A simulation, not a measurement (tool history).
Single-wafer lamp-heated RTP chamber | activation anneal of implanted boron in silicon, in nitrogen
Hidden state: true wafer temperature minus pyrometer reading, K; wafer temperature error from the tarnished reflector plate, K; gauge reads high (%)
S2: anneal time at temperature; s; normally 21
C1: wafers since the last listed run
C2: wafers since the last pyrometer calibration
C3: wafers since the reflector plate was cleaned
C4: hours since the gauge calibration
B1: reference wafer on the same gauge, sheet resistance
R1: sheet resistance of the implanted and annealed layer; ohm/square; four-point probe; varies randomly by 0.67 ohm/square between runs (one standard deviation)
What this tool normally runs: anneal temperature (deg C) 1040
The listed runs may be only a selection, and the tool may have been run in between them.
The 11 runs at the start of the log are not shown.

Run 12, hour 740.5: usual settings but anneal temperature (deg C) 1026, S2 12 s; C1 361; C2 1927; C3 673; C4 2605.1; B1 147.92. Result: R1 147.30 ohm/square.
Run 13, hour 834.5: usual settings; C1 868; C2 2796; C3 1541; C4 2699.1; B1 147.77. Result: R1 133.53 ohm/square.
Run 14, hour 876.4: usual settings; C1 387; C2 3183; C3 1929; C4 2741.0; B1 148.16. Result: R1 132.87 ohm/square.
Run 15, hour 947.5: usual settings but S2 28 s; C1 657; C2 3840; C3 2586; C4 2812.1; B1 148.14. Result: R1 128.48 ohm/square.
Run 16, hour 1037.8: usual settings; C1 834; C2 4674; C3 3420; C4 2902.4; B1 147.82. Result: R1 132.68 ohm/square.
Run 17, hour 1130.4: usual settings but anneal temperature (deg C) 1058, S2 24 s; C1 855; C2 5530; C3 4276; C4 2995.0; B1 147.90. Result: R1 123.40 ohm/square.
Run 18, hour 1189.8: usual settings but anneal temperature (deg C) 1031, S2 26 s; C1 548; C2 6079; C3 4825; C4 3054.4; B1 148.06. Result: R1 133.56 ohm/square.
At hour 1235.9: pyrometer window cleaned and pyrometer calibrated.
Run 19, hour 1288.6: usual settings but anneal temperature (deg C) 1027, S2 16 s; C1 839; C2 487; C3 5664; C4 3153.2; B1 147.91. Result: R1 140.96 ohm/square.
Run 20, hour 1327.9: usual settings but anneal temperature (deg C) 1028, S2 16 s; C1 363; C2 850; C3 6028; C4 3192.5; B1 148.11. Result: R1 140.85 ohm/square.
Run 21, hour 1373.5: usual settings but anneal temperature (deg C) 1025, S2 29 s; C1 421; C2 1271; C3 6449; C4 3238.1; B1 147.91. Result: R1 136.79 ohm/square.
At hour 1432.9: gauge calibrated.
Run 22, hour 1462.3: usual settings but anneal temperature (deg C) 1014, S2 9 s; C1 820; C2 2092; C3 7270; C4 29.4; B1 148.07. Result: R1 154.75 ohm/square.
Run 23, hour 1550.1: usual settings but anneal temperature (deg C) 1021, S2 31 s; C1 811; C2 2903; C3 8081; C4 117.2; B1 148.04. Result: R1 136.04 ohm/square.
Run 24, hour 1605.5: usual settings but anneal temperature (deg C) 1056; C1 512; C2 3415; C3 8593; C4 172.6; B1 148.21. Result: R1 124.45 ohm/square.
Run 25, hour 1654.6: usual settings but anneal temperature (deg C) 1067, S2 26 s; C1 453; C2 3869; C3 9047; C4 221.7; B1 148.12. Result: R1 118.71 ohm/square.
Run 26, hour 1722.9: usual settings; C1 631; C2 4500; C3 9678; C4 290.0; B1 148.04. Result: R1 132.11 ohm/square.
At hour 1737.2: reflector plate cleaned.
Run 27, hour 1776.2: usual settings but anneal temperature (deg C) 1032, S2 33 s; C1 418; C2 4919; C3 360; C4 343.3; B1 147.71. Result: R1 132.15 ohm/square.
At hour 1795.8: pyrometer window cleaned and pyrometer calibrated.
Run 28, hour 1812.4: usual settings but anneal temperature (deg C) 1030, S2 26 s; C1 260; C2 153; C3 621; C4 379.5; B1 148.11. Result: R1 135.66 ohm/square.
Run 29, hour 1883.3: usual settings but anneal temperature (deg C) 1028, S2 31 s; C1 655; C2 808; C3 1276; C4 450.4; B1 148.31. Result: R1 134.11 ohm/square.
Run 30, hour 1948.4: usual settings but anneal temperature (deg C) 1027, S2 31 s; C1 601; C2 1410; C3 1877; C4 515.5; B1 147.86. Result: R1 133.37 ohm/square.
Run 31, hour 1987.2: usual settings but S2 31 s; C1 358; C2 1768; C3 2236; C4 554.3; B1 147.97. Result: R1 127.95 ohm/square.
Run 32, hour 2299.2: usual settings but anneal temperature (deg C) 1048, S2 11 s; C1 2883; C2 4652; C3 5120; C4 866.3; B1 147.94. Result: R1 134.70 ohm/square.
Run 33, hour 2380.7: usual settings; C1 753; C2 5405; C3 5873; C4 947.8; B1 147.91. Result: R1 131.87 ohm/square.
At hour 2424.9: pyrometer window cleaned and pyrometer calibrated.
Run 34, hour 2471.9: usual settings but anneal temperature (deg C) 1030, S2 26 s; C1 768; C2 434; C3 6642; C4 1039.0; B1 147.59. Result: R1 133.27 ohm/square.
Run 35, hour 2558.6: usual settings but anneal temperature (deg C) 1020; C1 801; C2 1235; C3 7443; C4 1125.7; B1 148.20. Result: R1 141.95 ohm/square.
Run 36, hour 2615.4: usual settings but anneal temperature (deg C) 1032, S2 25 s; C1 524; C2 1760; C3 7968; C4 1182.5; B1 147.92. Result: R1 134.60 ohm/square.

Forecast run 37:
Run 37, hour 2674.5: usual settings but S2 10 s; C1 546; C2 2306; C3 8514; C4 1241.6; B1 ?. Result: R1 ?.

{"run 37": {"B1": 147.77, "R1": 141.87}}
Minus the tool's unlogged condition, the same run would have read R1 144.31 ohm/square.
